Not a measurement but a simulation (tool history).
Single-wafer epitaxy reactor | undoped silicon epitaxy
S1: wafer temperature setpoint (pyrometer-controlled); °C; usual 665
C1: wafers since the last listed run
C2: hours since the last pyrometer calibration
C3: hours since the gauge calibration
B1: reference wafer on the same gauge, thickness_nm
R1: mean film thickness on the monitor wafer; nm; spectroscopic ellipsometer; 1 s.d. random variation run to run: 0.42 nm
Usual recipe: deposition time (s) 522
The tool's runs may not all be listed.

run 1 hour=0.0 | S1=665 deposition_time_(s)=522 | C1=0 C2=1842.3 C3=129.5 | B1=134.992 | R1=122.537
run 2 hour=14.0 | S1=665 deposition_time_(s)=522 | C1=67 C2=1856.3 C3=143.5 | B1=135.126 | R1=122.649
-- hour=17.3 gauge calibrated
run 3 hour=27.7 | S1=665 deposition_time_(s)=522 | C1=65 C2=1870.0 C3=10.4 | B1=135.024 | R1=122.563
run 4 hour=36.8 | S1=654 deposition_time_(s)=477 | C1=43 C2=1879.1 C3=19.5 | B1=134.925 | R1=90.233
run 5 hour=53.0 | S1=665 deposition_time_(s)=522 | C1=77 C2=1895.3 C3=35.7 | B1=134.843 | R1=123.034
run 6 hour=69.7 | S1=665 deposition_time_(s)=522 | C1=80 C2=1912.0 C3=52.4 | B1=135.140 | R1=123.330
run 7 hour=98.8 | S1=665 deposition_time_(s)=599 | C1=139 C2=1941.1 C3=81.5 | B1=134.994 | R1=141.240
run 8 hour=110.7 | S1=657 deposition_time_(s)=522 | C1=57 C2=1953.0 C3=93.4 | B1=135.054 | R1=105.537
run 9 hour=123.4 | S1=657 deposition_time_(s)=522 | C1=60 C2=1965.7 C3=106.1 | B1=135.046 | R1=105.261
run 10 hour=138.5 | S1=655 deposition_time_(s)=481 | C1=72 C2=1980.8 C3=121.2 | B1=134.971 | R1=92.836
run 11 hour=147.6 | S1=654 deposition_time_(s)=477 | C1=43 C2=1989.9 C3=130.3 | B1=135.048 | R1=91.099
run 12 hour=164.9 | S1=679 deposition_time_(s)=486 | C1=82 C2=2007.2 C3=147.6 | B1=135.267 | R1=147.545
-- hour=172.7 gauge calibrated
run 13 hour=181.3 | S1=672 deposition_time_(s)=522 | C1=78 C2=2023.6 C3=8.6 | B1=135.103 | R1=138.429
run 14 hour=197.2 | S1=673 deposition_time_(s)=452 | C1=76 C2=2039.5 C3=24.5 | B1=135.116 | R1=122.749
-- hour=215.3 pyrometer calibrated
run 15 hour=215.8 | S1=679 deposition_time_(s)=486 | C1=50 C2=0.5 C3=43.1 | B1=135.153 | R1=164.766
run 16 hour=226.0 | S1=659 deposition_time_(s)=495 | C1=48 C2=10.7 C3=53.3 | B1=134.888 | R1=115.952
run 17 hour=242.6 | S1=657 deposition_time_(s)=621 | C1=79 C2=27.3 C3=69.9 | B1=134.866 | R1=139.599
run 18 hour=255.8 | S1=665 deposition_time_(s)=522 | C1=63 C2=40.5 C3=83.1 | B1=134.905 | R1=135.976
run 19 hour=263.5 | S1=679 deposition_time_(s)=522 | C1=36 C2=48.2 C3=90.8 | B1=135.161 | R1=175.265

Expected results for the next run?
run 20 hour=271.9 | S1=656 deposition_time_(s)=592 | C1=40 C2=56.6 C3=99.2 | B1=? | R1=?

Run 20 measured B1 135.028, R1 130.030 nm.
Were there no unlogged condition in the tool, this run, its random variation unchanged, would have produced R1 131.038 nm.
